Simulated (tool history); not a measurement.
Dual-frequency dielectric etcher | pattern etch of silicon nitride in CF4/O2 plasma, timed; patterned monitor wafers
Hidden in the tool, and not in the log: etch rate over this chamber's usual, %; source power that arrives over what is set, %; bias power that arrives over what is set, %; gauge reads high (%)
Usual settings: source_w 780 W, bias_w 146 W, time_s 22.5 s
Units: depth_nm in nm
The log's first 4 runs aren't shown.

run   hour  source_w  bias_w  time_s  wafers since the last listed run  hours since the last wet clean  hours since the last source power generator calibration  hours since the last bias power generator calibration  hours since the last upper electrode change  hours since the gauge calibration  read-back reference wafer on the same gauge, depth_nm  depth_nm
  5  197.1       780     146    22.5                               968                             334                                                   2837.1                                                 3501.8                                        120.6                             2068.6                                                   54.5      60.7
  6  229.5       780     146    22.5                               558                           366.4                                                   2869.5                                                 3534.2                                          153                               2101                                                   54.6      60.8
  7  265.8       720     130      26                               625                           402.7                                                   2905.8                                                 3570.5                                        189.3                             2137.3                                                   54.6      62.5
  8  294.8       950     167    24.5                               499                           431.7                                                   2934.8                                                 3599.5                                        218.3                             2166.3                                                   54.6      84.4
  9  325.2       670     169      16                               524                           462.1                                                   2965.2                                                 3629.9                                        248.7                             2196.7                                                   54.6      38.2
     355.2  -- gauge calibrated
     387.5  -- wet clean of the chamber
 10  438.1       780     156    22.5                              1532                            50.6                                                   3078.1                                                 3742.8                                        361.6                               82.9                                                   54.6      61.8
     468.4  -- bias power generator calibrated
 11  470.2       780     146    22.5                               484                            82.7                                                   3110.2                                                    1.8                                        393.7                                115                                                   54.5        61
 12  517.4       930     163    22.5                               813                           129.9                                                   3157.4                                                     49                                        440.9                              162.2                                                   54.6      75.3
 13  577.8       630     111      19                              1041                           190.3                                                   3217.8                                                  109.4                                        501.3                              222.6                                                   54.7      38.1
 14  621.7       670     146      20                               756                           234.2                                                   3261.7                                                  153.3                                        545.2                              266.5                                                   54.6        46
 15  690.4       640     127    27.5                              1184                           302.9                                                   3330.4                                                    222                                        613.9                              335.2                                                   54.5      57.8
 16  744.5       910     136    22.5                               932                             357                                                   3384.5                                                  276.1                                          668                              389.3                                                   54.6      70.2
 17  777.8       780     119    22.5                               574                           390.3                                                   3417.8                                                  309.4                                        701.3                              422.6                                                   54.6      57.5
 18  835.2       780     146    22.5                               989                           447.7                                                   3475.2                                                  366.8                                        758.7                                480                                                   54.6        61

Forecast run 19:
     927.8  -- wet clean of the chamber
 19  991.6       630     111      19                              2282                            63.8                                                   3631.6                                                  523.2                                        915.1                              636.4                                                      ?         ?

{"run 19": {"read-back reference wafer on the same gauge, depth_nm": 54.6, "depth_nm": 38.1}}
Without the tool's hidden state the same run would have given depth_nm 38.1 nm.
